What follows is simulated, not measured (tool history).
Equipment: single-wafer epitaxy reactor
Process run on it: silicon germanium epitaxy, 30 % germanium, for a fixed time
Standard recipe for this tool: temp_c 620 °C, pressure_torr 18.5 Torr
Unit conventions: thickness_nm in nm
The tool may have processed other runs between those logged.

| run | hour | temp_c | pressure_torr | read-back reference wafer on the same gauge, thickness_nm | thickness_nm |
|---|---|---|---|---|---|
| 1 | 0 | 620 | 18.5 | 83.18 | 71.923 |
| 2 | 24 | 620 | 15.6 | 83.103 | 64.092 |
| 3 | 31.7 | 620 | 18.5 | 83.137 | 71.525 |
| 4 | 45.4 | 629 | 21.7 | 83.219 | 93.935 |
| 5 | 60.1 | 620 | 18.5 | 83.045 | 71.726 |
| 6 | 72.1 | 610 | 18.5 | 83.366 | 59.113 |
| 7 | 82.7 | 610 | 18.5 | 83.288 | 59.016 |
| 8 | 95.5 | 610 | 18.5 | 83.185 | 58.721 |
| 9 | 111 | 627 | 15.3 | 83.174 | 71.04 |
| 10 | 125 | 627 | 15.3 | 83.281 | 70.96 |
| 11 | 138.9 | 616 | 15.1 | 83.036 | 56.811 |
| 12 | 145.8 | 616 | 15.1 | 83.229 | 56.523 |
| 13 | 160.2 | 616 | 15.1 | 83.223 | 56.765 |
| 14 | 176.3 | 620 | 16.8 | 83.2 | 66.204 |
| 15 | 189.1 | 620 | 16.8 | 83.153 | 68.264 |
| 16 | 194.1 | 628 | 16.7 | 83.097 | 79.345 |
| 17 | 201.6 | 606 | 18.5 | 83.06 | 53.911 |
| 18 | 215.6 | 620 | 16 | 83.164 | 66.221 |
| 19 | 222.9 | 625 | 22.8 | 83.24 | 84.277 |
| 20 | 236.2 | 613 | 23.1 | 83.206 | 67.404 |
| 21 | 244.1 | 620 | 15.6 | 83.144 | 65.337 |
| 22 | 250.3 | 631 | 21.2 | 83.212 | 90.707 |
| 23 | 265.3 | 620 | 18.5 | 83.084 | 70.218 |
| 24 | 271.3 | 611 | 13.9 | 83.181 | 53.489 |
| 25 | 278.8 | 616 | 22.3 | 83.255 | 69.776 |
| 26 | 289.2 | 605 | 18.5 | 83.238 | 52.293 |
| 27 | 297.8 | 634 | 19.7 | 83.006 | 103.974 |
| 28 | 311.3 | 611 | 15.9 | 83.211 | 62.021 |
| 29 | 325.1 | 613 | 17 | 83.207 | 65.976 |
| 30 | 335.7 | 629 | 14.4 | 83.147 | 84.358 |
| 31 | 348.4 | 620 | 18.5 | 83.309 | 77.705 |
| 32 | 361.5 | 620 | 20.9 | 83.137 | 81.122 |
| 33 | 370.9 | 633 | 14.8 | 83.141 | 90.409 |
| 34 | 387.3 | 612 | 20.5 | 83.155 | 69.588 |
| 35 | 405.1 | 606 | 23 | 83.23 | 64.846 |

Between the runs listed above, the log contained 4 entries, not reproduced here. Where in the sequence does each belong, and how does what the log doesn't record of the tool's condition differ from the listed run before to the listed run after?
After run 11, before run 12: gauge calibrated (hour 144.9)
  wafer temperature above the value expected at the setpoint (K): -4.95 -> -4.99
  what was measured, less what the result would be without the hidden state, thickness_nm: -5.546 -> -5.561 nm
After run 14, before run 15: showerhead replaced, of another model than before (hour 188.6)
  wafer temperature above the value expected at the setpoint (K): -5.15 -> -5.22
  what was measured, less what the result would be without the hidden state, thickness_nm: -6.669 -> -6.973 nm
After run 22, before run 23: capacitance manometer re-zeroed and calibrated (hour 263.6)
  wafer temperature above the value expected at the setpoint (K): -5.55 -> -5.63
  what was measured, less what the result would be without the hidden state, thickness_nm: -9.612 -> -7.764 nm
After run 26, before run 27: pyrometer calibrated (hour 297.3)
  wafer temperature above the value expected at the setpoint (K): -5.75 -> 0.31
  what was measured, less what the result would be without the hidden state, thickness_nm: -6.151 -> +0.576 nm

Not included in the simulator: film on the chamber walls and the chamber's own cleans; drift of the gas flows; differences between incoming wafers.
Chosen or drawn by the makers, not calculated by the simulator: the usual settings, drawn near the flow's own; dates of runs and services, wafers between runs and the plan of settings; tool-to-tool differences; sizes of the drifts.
